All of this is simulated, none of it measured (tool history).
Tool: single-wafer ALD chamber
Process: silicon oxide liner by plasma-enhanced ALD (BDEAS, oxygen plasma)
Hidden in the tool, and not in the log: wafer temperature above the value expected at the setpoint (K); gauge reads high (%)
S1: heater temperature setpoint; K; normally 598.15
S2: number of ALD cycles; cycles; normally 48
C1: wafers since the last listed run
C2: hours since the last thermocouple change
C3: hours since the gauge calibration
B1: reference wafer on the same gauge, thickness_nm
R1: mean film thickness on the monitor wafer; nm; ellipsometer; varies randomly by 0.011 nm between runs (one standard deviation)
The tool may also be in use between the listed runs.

{"run": 1, "hour": 0.0, "S1": 589.15, "S2": 48, "C1": 0, "C2": 858.7, "C3": 1050.5, "B1": 4.561, "R1": 4.615}
{"run": 2, "hour": 78.8, "S1": 602.15, "S2": 48, "C1": 753, "C2": 937.5, "C3": 1129.3, "B1": 4.561, "R1": 4.527}
{"run": 3, "hour": 120.2, "S1": 602.15, "S2": 48, "C1": 396, "C2": 978.9, "C3": 1170.7, "B1": 4.561, "R1": 4.504}
{"run": 4, "hour": 161.5, "S1": 606.15, "S2": 48, "C1": 395, "C2": 1020.2, "C3": 1212, "B1": 4.562, "R1": 4.472}
{"run": 5, "hour": 260.4, "S1": 605.15, "S2": 50, "C1": 946, "C2": 1119.1, "C3": 1310.9, "B1": 4.559, "R1": 4.664}
{"run": 6, "hour": 315.6, "S1": 605.15, "S2": 50, "C1": 528, "C2": 1174.3, "C3": 1366.1, "B1": 4.56, "R1": 4.663}
{"run": 7, "hour": 353.9, "S1": 598.15, "S2": 43, "C1": 366, "C2": 1212.6, "C3": 1404.4, "B1": 4.562, "R1": 4.064}
{"run": 8, "hour": 402.1, "S1": 598.15, "S2": 48, "C1": 461, "C2": 1260.8, "C3": 1452.6, "B1": 4.562, "R1": 4.542}
{"run": 9, "hour": 505.4, "S1": 598.15, "S2": 48, "C1": 988, "C2": 1364.1, "C3": 1555.9, "B1": 4.56, "R1": 4.534}
{"run": 10, "hour": 554.6, "S1": 591.15, "S2": 46, "C1": 470, "C2": 1413.3, "C3": 1605.1, "B1": 4.555, "R1": 4.392}
{"run": 11, "hour": 639.6, "S1": 590.15, "S2": 40, "C1": 813, "C2": 1498.3, "C3": 1690.1, "B1": 4.561, "R1": 3.833}
{"hour": 673.7, "done": "thermocouple changed; heater temperature recalibrated"}
{"run": 12, "hour": 707.5, "S1": 590.15, "S2": 40, "C1": 573, "C2": 33.8, "C3": 1758, "B1": 4.558, "R1": 3.867}
{"run": 13, "hour": 771.0, "S1": 591.15, "S2": 48, "C1": 607, "C2": 97.3, "C3": 1821.5, "B1": 4.556, "R1": 4.626}
{"hour": 798.1, "done": "gauge calibrated"}
{"run": 14, "hour": 850.6, "S1": 591.15, "S2": 48, "C1": 761, "C2": 176.9, "C3": 52.5, "B1": 4.557, "R1": 4.626}
{"run": 15, "hour": 928.3, "S1": 598.15, "S2": 48, "C1": 743, "C2": 254.6, "C3": 130.2, "B1": 4.56, "R1": 4.577}
{"run": 16, "hour": 1011.9, "S1": 598.15, "S2": 48, "C1": 799, "C2": 338.2, "C3": 213.8, "B1": 4.556, "R1": 4.578}
{"run": 17, "hour": 1102.8, "S1": 598.15, "S2": 48, "C1": 869, "C2": 429.1, "C3": 304.7, "B1": 4.559, "R1": 4.554}
{"run": 18, "hour": 1152.2, "S1": 611.15, "S2": 48, "C1": 472, "C2": 478.5, "C3": 354.1, "B1": 4.558, "R1": 4.466}

What does the tool deliver on the next run?
{"run": 19, "hour": 1300.2, "S1": 588.15, "S2": 48, "C1": 1416, "C2": 626.5, "C3": 502.1, "B1": "?", "R1": "?"}

Run 19 came out at B1 4.563, R1 4.642 nm.
The same run, on a tool lacking any hidden state, would have yielded R1 4.66 nm.

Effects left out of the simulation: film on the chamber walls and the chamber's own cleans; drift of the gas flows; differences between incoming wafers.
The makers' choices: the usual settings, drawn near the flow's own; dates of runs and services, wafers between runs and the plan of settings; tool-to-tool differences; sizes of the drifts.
